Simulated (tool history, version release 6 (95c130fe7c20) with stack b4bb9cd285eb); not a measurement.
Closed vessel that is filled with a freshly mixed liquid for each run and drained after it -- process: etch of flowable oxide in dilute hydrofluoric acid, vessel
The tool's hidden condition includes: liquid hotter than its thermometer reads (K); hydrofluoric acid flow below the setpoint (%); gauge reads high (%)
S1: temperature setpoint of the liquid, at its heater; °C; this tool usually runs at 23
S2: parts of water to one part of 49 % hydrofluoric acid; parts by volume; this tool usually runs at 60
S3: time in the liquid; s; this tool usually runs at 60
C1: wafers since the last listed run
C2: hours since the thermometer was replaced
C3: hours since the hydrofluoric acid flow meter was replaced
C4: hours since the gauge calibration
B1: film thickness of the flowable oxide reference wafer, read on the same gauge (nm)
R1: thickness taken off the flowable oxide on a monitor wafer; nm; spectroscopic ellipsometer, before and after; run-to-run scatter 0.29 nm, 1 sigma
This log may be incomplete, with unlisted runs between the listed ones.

run,hour,S1,S2,S3,C1,C2,C3,C4,B1,R1
1,0,23,70,60,0,995,904.3,200.3,89.96,31.42
# hour 17.9: gauge calibrated
2,26.9,23,70,60,3455,1021.9,931.2,9,89.99,31.16
3,49.9,19.5,40,60,2954,1044.9,954.2,32,89.98,49.35
4,78.2,19.5,40,60,3635,1073.2,982.5,60.3,89.98,50.15
5,104.6,21,60,60,3391,1099.6,1008.9,86.7,90.01,34.41
6,136,21,60,60,4033,1131,1040.3,118.1,90.01,34.32
7,151.6,21,60,60,2003,1146.6,1055.9,133.7,90.01,35.05
8,163.7,23,60,90,1554,1158.7,1068,145.8,90,55.49
# hour 179: hydrofluoric acid flow meter replaced
9,192.9,23,60,60,3622,1187.9,13.9,175,89.99,37.57
# hour 216.9: gauge calibrated
10,223,20,60,60,3866,1218,44,6.1,89.99,33.75
11,250.2,26.5,80,80,3494,1245.2,71.2,33.3,90.02,41.96
# hour 258.1: thermometer replaced
12,284.3,25,85,60,4251,26.2,105.3,67.4,90,24.94
13,315.1,23,60,60,3956,57,136.1,98.2,90.02,33.53
14,332.6,21.5,60,60,2248,74.5,153.6,115.7,89.99,31.75
15,353.9,26,30,45,2736,95.8,174.9,137,89.98,59.33

Branching from run 15: 5 alternative next runs. What would each branch give?
A,354.6,23,60,80,89,96.5,175.6,137.7,?,?
B,354.6,25.5,60,85,89,96.5,175.6,137.7,?,?
C,354.6,21,75,90,89,96.5,175.6,137.7,?,?
D,354.6,19.5,40,40,89,96.5,175.6,137.7,?,?
E,354.6,18.5,90,40,89,96.5,175.6,137.7,?,?

run,B1,R1
A,89.99,45.16
B,89.99,53.12
C,89.99,36.74
D,89.99,29.98
E,89.99,12.06
Without the tool's hidden state the same runs would have given:
run,R1
A,44.7
B,52.58
C,36.36
D,29.66
E,11.93
